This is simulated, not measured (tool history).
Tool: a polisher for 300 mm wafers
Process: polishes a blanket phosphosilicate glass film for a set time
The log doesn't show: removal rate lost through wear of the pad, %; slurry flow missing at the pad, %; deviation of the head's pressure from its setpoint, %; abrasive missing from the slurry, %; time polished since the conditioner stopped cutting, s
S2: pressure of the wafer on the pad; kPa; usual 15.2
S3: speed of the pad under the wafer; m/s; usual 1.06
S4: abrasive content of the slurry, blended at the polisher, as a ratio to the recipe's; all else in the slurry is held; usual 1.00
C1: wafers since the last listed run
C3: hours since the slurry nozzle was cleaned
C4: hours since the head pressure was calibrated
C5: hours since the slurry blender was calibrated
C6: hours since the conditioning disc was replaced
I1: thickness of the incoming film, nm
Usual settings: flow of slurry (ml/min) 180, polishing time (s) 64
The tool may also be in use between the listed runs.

Run 1, hour 0.0: usual settings; C1 0; wafers polished on this pad 9; C3 452.0; C4 385.7; C5 49.1; C6 91.0; I1 3819.7. Result: film removed (angstrom) 3873.
Run 2, hour 14.4: usual settings; C1 154; wafers polished on this pad 163; C3 466.4; C4 400.1; C5 63.5; C6 105.4; I1 3778.7. Result: film removed (angstrom) 3846.
Run 3, hour 39.1: usual settings but S3 1.26 m/s; C1 264; wafers polished on this pad 427; C3 491.1; C4 424.8; C5 88.2; C6 130.1; I1 3741.5. Result: film removed (angstrom) 4298.
Run 4, hour 61.4: usual settings but S3 1.26 m/s; C1 238; wafers polished on this pad 666; C3 513.4; C4 447.1; C5 110.5; C6 152.4; I1 3816.8. Result: film removed (angstrom) 4222.
At hour 92.2: worn pad replaced by a new one.
Run 5, hour 92.7: usual settings but S4 0.75, polishing time (s) 81; C1 292; wafers polished on this pad 5; C3 544.7; C4 478.4; C5 141.8; C6 183.7; I1 3838.9. Result: film removed (angstrom) 4059.
Run 6, hour 123.4: usual settings; C1 328; wafers polished on this pad 333; C3 575.4; C4 509.1; C5 172.5; C6 214.4; I1 3774.8. Result: film removed (angstrom) 3568.
Run 7, hour 146.1: usual settings; C1 242; wafers polished on this pad 576; C3 598.1; C4 531.8; C5 195.2; C6 237.1; I1 3841.3. Result: film removed (angstrom) 3541.
Run 8, hour 168.1: usual settings; C1 235; wafers polished on this pad 811; C3 620.1; C4 553.8; C5 217.2; C6 259.1; I1 3760.3. Result: film removed (angstrom) 3339.
At hour 174.4: slurry nozzle cleaned.
At hour 181.4: slurry blender recalibrated.
At hour 197.6: worn pad replaced by a new one.
Run 9, hour 224.6: usual settings but flow of slurry (ml/min) 120, S4 0.85; C1 529; wafers polished on this pad 289; C3 50.2; C4 610.3; C5 43.2; C6 315.6; I1 3761.2. Result: film removed (angstrom) 3540.
Run 10, hour 253.5: usual settings; C1 309; wafers polished on this pad 598; C3 79.1; C4 639.2; C5 72.1; C6 344.5; I1 3794.4. Result: film removed (angstrom) 4152.
At hour 261.8: conditioning disc replaced and pad reconditioned.
Run 11, hour 281.4: usual settings but S4 0.80; C1 277; wafers polished on this pad 875; C3 107.0; C4 667.1; C5 100.0; C6 19.6; I1 3794.6. Result: film removed (angstrom) 3662.
At hour 285.7: worn pad replaced by a new one.
Run 12, hour 303.9: usual settings but flow of slurry (ml/min) 225, S2 18.6 kPa, polishing time (s) 83; C1 197; wafers polished on this pad 194; C3 129.5; C4 689.6; C5 122.5; C6 42.1; I1 3808.0. Result: film removed (angstrom) 6277.
At hour 309.1: head pressure recalibrated.
Run 13, hour 330.3: usual settings; C1 261; wafers polished on this pad 455; C3 155.9; C4 21.2; C5 148.9; C6 68.5; I1 3830.2. Result: film removed (angstrom) 3725.
Run 14, hour 352.7: usual settings but flow of slurry (ml/min) 140; C1 239; wafers polished on this pad 695; C3 178.3; C4 43.6; C5 171.3; C6 90.9; I1 3816.1. Result: film removed (angstrom) 3576.

The next listed run, before its measurement:
At hour 376.8: worn pad replaced by a new one.
Run 15, hour 383.1: usual settings but S2 20.0 kPa, polishing time (s) 44; C1 282; wafers polished on this pad 67; C3 208.7; C4 74.0; C5 201.7; C6 121.3; I1 3768.7. Result: film removed (angstrom) ?.

Run 15 gave film removed (angstrom) 3097.
Without the tool's hidden state the same run would have given film removed (angstrom) 3901.

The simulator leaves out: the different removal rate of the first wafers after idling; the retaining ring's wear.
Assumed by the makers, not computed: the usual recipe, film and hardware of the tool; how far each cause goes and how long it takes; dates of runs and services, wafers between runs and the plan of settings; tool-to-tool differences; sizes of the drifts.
